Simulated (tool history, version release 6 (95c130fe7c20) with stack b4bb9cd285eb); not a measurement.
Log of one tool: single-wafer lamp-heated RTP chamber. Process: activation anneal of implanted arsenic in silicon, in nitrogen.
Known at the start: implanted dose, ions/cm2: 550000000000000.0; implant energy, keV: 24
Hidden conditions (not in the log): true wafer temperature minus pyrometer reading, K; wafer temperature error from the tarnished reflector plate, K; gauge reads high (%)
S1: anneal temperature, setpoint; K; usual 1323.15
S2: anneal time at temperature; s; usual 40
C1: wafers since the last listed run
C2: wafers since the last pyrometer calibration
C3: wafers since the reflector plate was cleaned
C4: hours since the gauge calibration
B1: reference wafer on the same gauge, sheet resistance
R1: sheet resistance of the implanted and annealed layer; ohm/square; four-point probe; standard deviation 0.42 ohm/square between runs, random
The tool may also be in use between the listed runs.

run,hour,S1,S2,C1,C2,C3,C4,B1,R1
1,0,1323.15,40,0,3560,3254,339.5,193.1,169.25
2,77.1,1323.15,29,644,4204,3899,416.6,193.1,171.32
3,162.6,1323.15,40,714,4919,4614,502.1,193.14,168.57
4,208,1323.15,40,379,5299,4993,547.5,193.2,168.48
5,290,1323.15,40,685,5984,5679,629.5,192.99,168.61
# hour 328.1: pyrometer window cleaned and pyrometer calibrated
6,368,1323.15,40,585,333,6264,707.5,193.18,169.55
7,420.5,1323.15,40,438,772,6703,760,193.07,170.32
8,500.9,1323.15,40,672,1444,7375,840.4,193.02,169.75
# hour 569.3: reflector plate cleaned
9,599.5,1323.15,54,757,2202,252,939,192.78,167.2
10,681.9,1323.15,54,688,2890,941,1021.4,192.83,166.92
11,768.7,1323.15,54,725,3616,1667,1108.2,192.91,166.57
12,809.7,1343.15,64,342,3959,2010,1149.2,192.93,160.81
13,866.4,1334.15,56,474,4433,2484,1205.9,192.8,164.09
14,961,1323.15,40,790,5224,3275,1300.5,192.89,169.14
# hour 974.9: pyrometer window cleaned and pyrometer calibrated
# hour 1025.6: gauge calibrated
15,1031.5,1323.15,22,522,473,3797,5.9,193.04,174.88
16,1131.6,1307.15,26,836,1310,4634,106,192.79,175
17,1209,1307.15,26,647,1957,5281,183.4,193.02,175.75
18,1316.5,1307.15,63,898,2856,6180,290.9,192.83,168.68
19,1385.7,1350.15,28,578,3434,6759,360.1,193.14,167.35
20,1427.4,1312.15,22,348,3783,7107,401.8,192.83,175.08
# hour 1462.7: reflector plate cleaned
21,1532.9,1307.15,40,815,4598,587,507.3,193.19,171.49
22,1608,1323.15,40,627,5226,1215,582.4,192.81,168.24

Forecast each of these 4 alternatives for the next run:
A,1608.4,1323.15,40,3,5230,1218,582.8,?,?
B,1608.4,1299.15,33,3,5230,1218,582.8,?,?
C,1608.4,1337.15,40,3,5230,1218,582.8,?,?
D,1608.4,1323.15,16,3,5230,1218,582.8,?,?

run,B1,R1
A,193.06,169.06
B,193.06,174.48
C,193.06,166.51
D,193.06,175.62
Without the tool's unlogged condition, the same runs would have read:
run,R1
A,171.08
B,176.21
C,168.61
D,177.22
